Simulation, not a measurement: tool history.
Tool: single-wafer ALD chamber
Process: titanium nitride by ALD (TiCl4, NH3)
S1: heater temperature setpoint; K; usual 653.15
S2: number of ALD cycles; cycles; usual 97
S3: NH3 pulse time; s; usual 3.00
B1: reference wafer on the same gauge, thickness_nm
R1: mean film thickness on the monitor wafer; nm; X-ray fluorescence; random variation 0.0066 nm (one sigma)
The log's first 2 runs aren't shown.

{"run": 3, "hour": 204.2, "S1": 653.15, "S2": 97, "S3": 3.0, "B1": 2.31, "R1": 2.124}
{"run": 4, "hour": 311.6, "S1": 653.15, "S2": 97, "S3": 3.0, "B1": 2.31, "R1": 2.129}
{"run": 5, "hour": 428.3, "S1": 653.15, "S2": 97, "S3": 3.0, "B1": 2.312, "R1": 2.121}
{"run": 6, "hour": 503.0, "S1": 653.15, "S2": 93, "S3": 3.29, "B1": 2.309, "R1": 2.046}
{"run": 7, "hour": 601.0, "S1": 653.15, "S2": 93, "S3": 3.29, "B1": 2.311, "R1": 2.049}
{"run": 8, "hour": 696.4, "S1": 653.15, "S2": 97, "S3": 3.38, "B1": 2.312, "R1": 2.149}
{"run": 9, "hour": 769.3, "S1": 653.15, "S2": 97, "S3": 3.38, "B1": 2.31, "R1": 2.143}
{"run": 10, "hour": 856.7, "S1": 653.15, "S2": 97, "S3": 3.38, "B1": 2.311, "R1": 2.146}
{"run": 11, "hour": 951.5, "S1": 653.15, "S2": 97, "S3": 3.69, "B1": 2.309, "R1": 2.154}
{"run": 12, "hour": 1093.1, "S1": 653.15, "S2": 90, "S3": 3.37, "B1": 2.31, "R1": 1.988}
{"run": 13, "hour": 1177.8, "S1": 653.15, "S2": 97, "S3": 3.0, "B1": 2.31, "R1": 2.122}
{"hour": 1219.2, "done": "thermocouple changed; heater temperature recalibrated"}
{"run": 14, "hour": 1261.3, "S1": 653.15, "S2": 97, "S3": 3.0, "B1": 2.312, "R1": 2.128}
{"run": 15, "hour": 1327.2, "S1": 653.15, "S2": 111, "S3": 3.0, "B1": 2.312, "R1": 2.434}
{"hour": 1340.8, "done": "gauge calibrated"}
{"run": 16, "hour": 1373.7, "S1": 653.15, "S2": 111, "S3": 3.0, "B1": 2.308, "R1": 2.433}
{"run": 17, "hour": 1414.2, "S1": 653.15, "S2": 111, "S3": 3.0, "B1": 2.309, "R1": 2.43}
{"run": 18, "hour": 1501.5, "S1": 653.15, "S2": 97, "S3": 2.32, "B1": 2.311, "R1": 2.097}
{"run": 19, "hour": 1606.5, "S1": 653.15, "S2": 97, "S3": 2.28, "B1": 2.308, "R1": 2.103}
{"run": 20, "hour": 1711.4, "S1": 653.15, "S2": 97, "S3": 3.38, "B1": 2.311, "R1": 2.141}
{"run": 21, "hour": 1767.7, "S1": 653.15, "S2": 97, "S3": 3.0, "B1": 2.309, "R1": 2.134}
{"run": 22, "hour": 1840.5, "S1": 653.15, "S2": 97, "S3": 3.0, "B1": 2.308, "R1": 2.125}
{"run": 23, "hour": 1927.4, "S1": 642.15, "S2": 80, "S3": 4.08, "B1": 2.312, "R1": 1.758}
{"run": 24, "hour": 2002.6, "S1": 653.15, "S2": 108, "S3": 1.85, "B1": 2.308, "R1": 2.292}
{"run": 25, "hour": 2092.5, "S1": 666.15, "S2": 84, "S3": 4.07, "B1": 2.311, "R1": 1.874}

Forecast run 26:
{"run": 26, "hour": 2183.6, "S1": 653.15, "S2": 97, "S3": 3.0, "B1": "?", "R1": "?"}

Run 26 gave B1 2.311, R1 2.133 nm.
Without the tool's hidden state the same run would have given R1 2.133 nm.
